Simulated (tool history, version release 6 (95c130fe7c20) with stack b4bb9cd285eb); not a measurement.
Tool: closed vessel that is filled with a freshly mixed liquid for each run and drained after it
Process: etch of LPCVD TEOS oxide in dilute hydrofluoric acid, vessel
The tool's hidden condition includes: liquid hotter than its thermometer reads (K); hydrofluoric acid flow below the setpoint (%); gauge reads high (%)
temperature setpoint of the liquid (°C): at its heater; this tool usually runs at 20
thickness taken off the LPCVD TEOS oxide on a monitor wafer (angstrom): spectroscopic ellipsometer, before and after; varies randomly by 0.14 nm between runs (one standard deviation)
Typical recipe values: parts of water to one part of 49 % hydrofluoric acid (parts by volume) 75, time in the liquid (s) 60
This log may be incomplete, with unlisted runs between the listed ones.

run    hour  temperature setpoint of the liquid (°C)  parts of water to one part of 49 % hydrofluoric acid (parts by volume)  time in the liquid (s)  wafers since the last listed run  hours since the thermometer was replaced  hours since the hydrofluoric acid flow meter was replaced  hours since the gauge calibration  read-back film thickness of the LPCVD TEOS oxide reference wafer, read on the same gauge (nm)  thickness taken off the LPCVD TEOS oxide on a monitor wafer (angstrom)
  1       0                                       20                                                                      75                      60                                 0                                    1197.6                                                        4.6                             1606.4                                                                                          90.01                                                                   385.7
       36.1  -- thermometer replaced
  2    53.2                                       20                                                                      75                      60                              6322                                      17.1                                                       57.8                             1659.6                                                                                             90                                                                   383.5
  3   105.5                                       20                                                                      75                      60                              6334                                      69.4                                                      110.1                             1711.9                                                                                             90                                                                   384.6
  4   156.5                                       20                                                                      75                      45                              6177                                     120.4                                                      161.1                             1762.9                                                                                          89.99                                                                   288.8
  5   307.6                                       22                                                                      95                      60                             18301                                     271.5                                                      312.2                               1914                                                                                          89.98                                                                   321.6
  6   354.8                                       22                                                                      95                      60                              5716                                     318.7                                                      359.4                             1961.2                                                                                          89.98                                                                   321.3
  7   381.8                                       22                                                                      95                      60                              3270                                     345.7                                                      386.4                             1988.2                                                                                          90.02                                                                   321.9
      396.9  -- gauge calibrated
  8   436.6                                       20                                                                      75                      60                              6637                                     400.5                                                      441.2                               39.7                                                                                          89.98                                                                   383.1
  9   466.4                                       20                                                                      75                      60                              3609                                     430.3                                                        471                               69.5                                                                                             90                                                                   383.9
 10   506.9                                       20                                                                      75                      60                              4905                                     470.8                                                      511.5                                110                                                                                          90.03                                                                   383.2
 11   554.6                                       20                                                                      75                      60                              5777                                     518.5                                                      559.2                              157.7                                                                                             90                                                                   382.4
 12   581.2                                       20                                                                      75                      60                              3221                                     545.1                                                      585.8                              184.3                                                                                          90.01                                                                   383.3
      641.2  -- hydrofluoric acid flow meter replaced
 13     643                                     21.5                                                                     100                      60                              7364                                     606.9                                                        1.8                              246.1                                                                                             90                                                                   296.1
 14   682.9                                       20                                                                      75                      60                              4832                                     646.8                                                       41.7                                286                                                                                          90.02                                                                   385.6
 15   735.7                                       20                                                                      75                      60                              6395                                     699.6                                                       94.5                              338.8                                                                                          90.01                                                                   385.5
 16   783.9                                       25                                                                      40                      90                              5838                                     747.8                                                      142.7                                387                                                                                          89.99                                                                  1385.4
 17   823.3                                       20                                                                      75                      60                              4772                                     787.2                                                      182.1                              426.4                                                                                          89.99                                                                   383.5
 18   996.3                                       20                                                                     105                      40                             20953                                     960.2                                                      355.1                              599.4                                                                                             90                                                                     177
 19  1052.8                                       22                                                                      95                      60                              6843                                    1016.7                                                      411.6                              655.9                                                                                          89.98                                                                   320.9
 20  1085.5                                       18                                                                      65                      30                              3960                                    1049.4                                                      444.3                              688.6                                                                                          89.98                                                                   206.2
 21  1135.2                                       20                                                                      45                      60                              6019                                    1099.1                                                        494                              738.3                                                                                          90.01                                                                   668.5
 22  1206.6                                     17.5                                                                      55                      45                              8648                                    1170.5                                                      565.4                              809.7                                                                                             90                                                                   361.8
 23  1275.5                                       17                                                                      95                      30                              8345                                    1239.4                                                      634.3                              878.6                                                                                          90.02                                                                   130.4
 24  1321.9                                     18.5                                                                      55                      75                              5620                                    1285.8                                                      680.7                                925                                                                                          90.01                                                                   630.9
     1368.7  -- thermometer replaced
     1371.8  -- hydrofluoric acid flow meter replaced
 25  1383.3                                       20                                                                     105                      90                              7194                                      14.6                                                       11.5                              986.4                                                                                             90                                                                   399.5
 26  1435.8                                       20                                                                     115                      60                              6358                                      67.1                                                         64                             1038.9                                                                                          89.99                                                                   240.4
 27  1482.8                                       25                                                                     105                      40                              5692                                     114.1                                                        111                             1085.9                                                                                          90.01                                                                   217.2
 28  1526.9                                       20                                                                      75                      60                              5341                                     158.2                                                      155.1                               1130                                                                                             90                                                                   383.5
 29    1586                                       20                                                                      50                      60                              7158                                     217.3                                                      214.2                             1189.1                                                                                          90.01                                                                   593.1
 30  1780.8                                       20                                                                      75                      60                             23594                                     412.1                                                        409                             1383.9                                                                                          90.02                                                                   386.1
 31  1820.3                                       23                                                                      85                      60                              4784                                     451.6                                                      448.5                             1423.4                                                                                          89.99                                                                   378.4
 32  1879.9                                       25                                                                      75                      60                              7218                                     511.2                                                      508.1                               1483                                                                                          90.01                                                                   475.3

Consider 5 possible next runs. They are alternatives, not a sequence: every one starts from the tool as it was left by run 32. What does each give?
  A  1880.6                                       20                                                                      75                      60                                84                                     511.9                                                      508.8                             1483.7                                                                                              ?                                                                       ?
  B  1880.6                                       20                                                                      75                      70                                84                                     511.9                                                      508.8                             1483.7                                                                                              ?                                                                       ?
  C  1880.6                                       23                                                                      75                      60                                84                                     511.9                                                      508.8                             1483.7                                                                                              ?                                                                       ?
  D  1880.6                                     23.5                                                                      75                      80                                84                                     511.9                                                      508.8                             1483.7                                                                                              ?                                                                       ?
  E  1880.6                                       17                                                                      85                      60                                84                                     511.9                                                      508.8                             1483.7                                                                                              ?                                                                       ?

run  read-back film thickness of the LPCVD TEOS oxide reference wafer, read on the same gauge (nm)  thickness taken off the LPCVD TEOS oxide on a monitor wafer (angstrom)
  A                                                                                          89.99                                                                   383.8
  B                                                                                          89.99                                                                   447.8
  C                                                                                          89.99                                                                   434.4
  D                                                                                          89.99                                                                     591
  E                                                                                          89.99                                                                   295.1
Without the tool's hidden state the same runs would have given:
run  thickness taken off the LPCVD TEOS oxide on a monitor wafer (angstrom)
  A                                                                   383.8
  B                                                                   447.8
  C                                                                   434.4
  D                                                                     591
  E                                                                   295.1
